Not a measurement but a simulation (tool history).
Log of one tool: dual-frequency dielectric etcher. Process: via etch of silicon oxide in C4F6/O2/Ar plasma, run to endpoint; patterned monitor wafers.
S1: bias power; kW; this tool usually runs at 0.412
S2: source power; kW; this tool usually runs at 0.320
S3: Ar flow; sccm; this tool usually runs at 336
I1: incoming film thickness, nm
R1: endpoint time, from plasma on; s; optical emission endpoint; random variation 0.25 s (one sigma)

| run | hour | S1 | S2 | S3 | I1 | R1 |
|---|---|---|---|---|---|---|
| 1 | 0.0 | 0.412 | 0.320 | 336 | 131.8 | 38.7 |
| 2 | 28.4 | 0.412 | 0.320 | 285 | 131.4 | 37.8 |
| 3 | 90.7 | 0.412 | 0.360 | 336 | 131.2 | 35.7 |
| 4 | 158.2 | 0.412 | 0.360 | 336 | 131.7 | 36.0 |
| 5 | 220.5 | 0.412 | 0.320 | 336 | 132.1 | 38.4 |
|  | 284.9 | wet clean of the chamber |
| 6 | 289.0 | 0.412 | 0.320 | 336 | 130.0 | 36.4 |
| 7 | 319.1 | 0.435 | 0.320 | 336 | 131.9 | 36.2 |
|  | 384.4 | source power generator calibrated |
| 8 | 386.4 | 0.435 | 0.320 | 336 | 131.8 | 35.4 |
|  | 417.7 | wet clean of the chamber, repeated, since the last time left the tool worse |
| 9 | 418.2 | 0.435 | 0.320 | 336 | 130.2 | 37.8 |
|  | 469.3 | upper electrode replaced |
| 10 | 469.8 | 0.412 | 0.300 | 336 | 130.3 | 39.5 |
|  | 508.5 | bias power generator calibrated |
| 11 | 520.1 | 0.412 | 0.320 | 336 | 131.8 | 38.8 |
| 12 | 544.6 | 0.412 | 0.320 | 258 | 131.9 | 38.2 |
|  | 606.0 | Ar flow controller replaced |
| 13 | 614.7 | 0.315 | 0.320 | 336 | 131.1 | 42.1 |
| 14 | 659.1 | 0.412 | 0.320 | 254 | 130.3 | 36.7 |
| 15 | 702.5 | 0.458 | 0.290 | 366 | 130.3 | 38.2 |
| 16 | 735.6 | 0.483 | 0.240 | 336 | 132.4 | 40.1 |
| 17 | 771.6 | 0.412 | 0.260 | 336 | 132.1 | 40.7 |
| 18 | 806.0 | 0.435 | 0.320 | 336 | 129.8 | 36.4 |
| 19 | 877.2 | 0.412 | 0.320 | 336 | 131.1 | 37.3 |

Below are 5 alternative next runs, each starting from the tool's condition after run 19. Predict each:
| A | 877.6 | 0.460 | 0.320 | 336 | 130.5 | ? |
| B | 877.6 | 0.412 | 0.250 | 336 | 130.5 | ? |
| C | 877.6 | 0.412 | 0.320 | 287 | 130.5 | ? |
| D | 877.6 | 0.466 | 0.280 | 310 | 130.5 | ? |
| E | 877.6 | 0.376 | 0.380 | 390 | 130.5 | ? |

| run | R1 |
|---|---|
| A | 35.8 |
| B | 41.2 |
| C | 36.9 |
| D | 37.3 |
| E | 36.5 |
Stripped of hidden state, with their random variation kept, the same runs would have yielded:
| run | R1 |
|---|---|
| A | 37.0 |
| B | 42.5 |
| C | 38.2 |
| D | 38.5 |
| E | 37.8 |

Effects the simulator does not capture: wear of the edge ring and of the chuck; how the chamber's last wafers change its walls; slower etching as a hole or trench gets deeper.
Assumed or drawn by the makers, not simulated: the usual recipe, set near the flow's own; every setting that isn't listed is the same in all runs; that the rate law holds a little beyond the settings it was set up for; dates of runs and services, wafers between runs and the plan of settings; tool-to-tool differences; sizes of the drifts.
